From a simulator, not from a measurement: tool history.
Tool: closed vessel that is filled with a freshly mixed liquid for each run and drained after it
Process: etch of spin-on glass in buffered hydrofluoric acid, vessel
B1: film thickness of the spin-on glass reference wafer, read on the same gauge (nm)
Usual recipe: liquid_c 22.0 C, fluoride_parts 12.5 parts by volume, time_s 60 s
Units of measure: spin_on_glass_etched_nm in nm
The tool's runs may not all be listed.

run 1 hour=0.0 | liquid_c=22.0 fluoride_parts=12.5 time_s=60 | B1=30.03 | spin_on_glass_etched_nm=298.09
run 2 hour=13.7 | liquid_c=22.0 fluoride_parts=11.0 time_s=60 | B1=30.01 | spin_on_glass_etched_nm=332.48
run 3 hour=27.1 | liquid_c=22.0 fluoride_parts=11.0 time_s=60 | B1=30.02 | spin_on_glass_etched_nm=336.11
run 4 hour=44.4 | liquid_c=20.5 fluoride_parts=12.5 time_s=60 | B1=29.96 | spin_on_glass_etched_nm=275.40
run 5 hour=56.6 | liquid_c=20.5 fluoride_parts=12.5 time_s=60 | B1=29.99 | spin_on_glass_etched_nm=274.43
run 6 hour=66.4 | liquid_c=20.5 fluoride_parts=12.5 time_s=60 | B1=30.01 | spin_on_glass_etched_nm=273.81
run 7 hour=75.3 | liquid_c=22.0 fluoride_parts=12.5 time_s=60 | B1=30.02 | spin_on_glass_etched_nm=296.56
run 8 hour=83.5 | liquid_c=22.0 fluoride_parts=12.5 time_s=60 | B1=30.02 | spin_on_glass_etched_nm=296.85
run 9 hour=97.2 | liquid_c=22.0 fluoride_parts=12.5 time_s=60 | B1=30.00 | spin_on_glass_etched_nm=296.94
run 10 hour=109.5 | liquid_c=22.0 fluoride_parts=12.5 time_s=60 | B1=29.94 | spin_on_glass_etched_nm=297.34
run 11 hour=125.1 | liquid_c=22.0 fluoride_parts=12.5 time_s=60 | B1=30.05 | spin_on_glass_etched_nm=298.16
run 12 hour=133.8 | liquid_c=22.0 fluoride_parts=12.5 time_s=60 | B1=30.01 | spin_on_glass_etched_nm=300.31
run 13 hour=140.7 | liquid_c=22.0 fluoride_parts=12.5 time_s=60 | B1=30.00 | spin_on_glass_etched_nm=301.03
run 14 hour=156.0 | liquid_c=22.0 fluoride_parts=9.0 time_s=60 | B1=30.00 | spin_on_glass_etched_nm=398.84
-- hour=174.0 gauge calibrated
run 15 hour=206.6 | liquid_c=25.0 fluoride_parts=9.0 time_s=60 | B1=29.95 | spin_on_glass_etched_nm=470.70
run 16 hour=258.3 | liquid_c=22.0 fluoride_parts=12.5 time_s=45 | B1=30.02 | spin_on_glass_etched_nm=225.95
-- hour=263.0 hydrofluoric acid flow meter replaced
run 17 hour=272.0 | liquid_c=25.5 fluoride_parts=17.0 time_s=80 | B1=30.02 | spin_on_glass_etched_nm=358.49
run 18 hour=279.9 | liquid_c=22.0 fluoride_parts=14.0 time_s=85 | B1=30.01 | spin_on_glass_etched_nm=383.87
run 19 hour=286.4 | liquid_c=22.0 fluoride_parts=12.5 time_s=60 | B1=30.05 | spin_on_glass_etched_nm=300.65
-- hour=296.1 thermometer replaced
run 20 hour=300.2 | liquid_c=25.0 fluoride_parts=10.0 time_s=35 | B1=29.97 | spin_on_glass_etched_nm=225.65
run 21 hour=306.9 | liquid_c=20.0 fluoride_parts=9.5 time_s=60 | B1=29.99 | spin_on_glass_etched_nm=307.90
run 22 hour=323.6 | liquid_c=22.0 fluoride_parts=15.0 time_s=60 | B1=29.98 | spin_on_glass_etched_nm=221.12
run 23 hour=332.0 | liquid_c=17.5 fluoride_parts=12.5 time_s=60 | B1=29.99 | spin_on_glass_etched_nm=205.63
run 24 hour=338.2 | liquid_c=22.0 fluoride_parts=12.5 time_s=40 | B1=29.98 | spin_on_glass_etched_nm=176.56
run 25 hour=348.2 | liquid_c=18.0 fluoride_parts=17.0 time_s=30 | B1=29.98 | spin_on_glass_etched_nm=78.23
run 26 hour=365.3 | liquid_c=20.0 fluoride_parts=12.5 time_s=60 | B1=29.99 | spin_on_glass_etched_nm=236.45
run 27 hour=373.7 | liquid_c=23.5 fluoride_parts=17.0 time_s=60 | B1=29.98 | spin_on_glass_etched_nm=213.02
run 28 hour=385.4 | liquid_c=22.0 fluoride_parts=12.5 time_s=60 | B1=30.01 | spin_on_glass_etched_nm=266.53
run 29 hour=393.1 | liquid_c=22.0 fluoride_parts=12.5 time_s=60 | B1=30.03 | spin_on_glass_etched_nm=268.35

Each row is a separate what-if for the run after 29, all from the same tool condition, not one after another. Results?
run A hour=393.8 | liquid_c=22.0 fluoride_parts=15.5 time_s=60 | B1=? | spin_on_glass_etched_nm=?
run B hour=393.8 | liquid_c=19.0 fluoride_parts=12.5 time_s=60 | B1=? | spin_on_glass_etched_nm=?
run C hour=393.8 | liquid_c=22.0 fluoride_parts=15.5 time_s=85 | B1=? | spin_on_glass_etched_nm=?

run=A B1=30.00 spin_on_glass_etched_nm=217.07
run=B B1=30.00 spin_on_glass_etched_nm=226.84
run=C B1=30.00 spin_on_glass_etched_nm=307.52
What these runs would have given with no unlogged condition in the tool:
run=A spin_on_glass_etched_nm=212.44
run=B spin_on_glass_etched_nm=221.91
run=C spin_on_glass_etched_nm=300.96
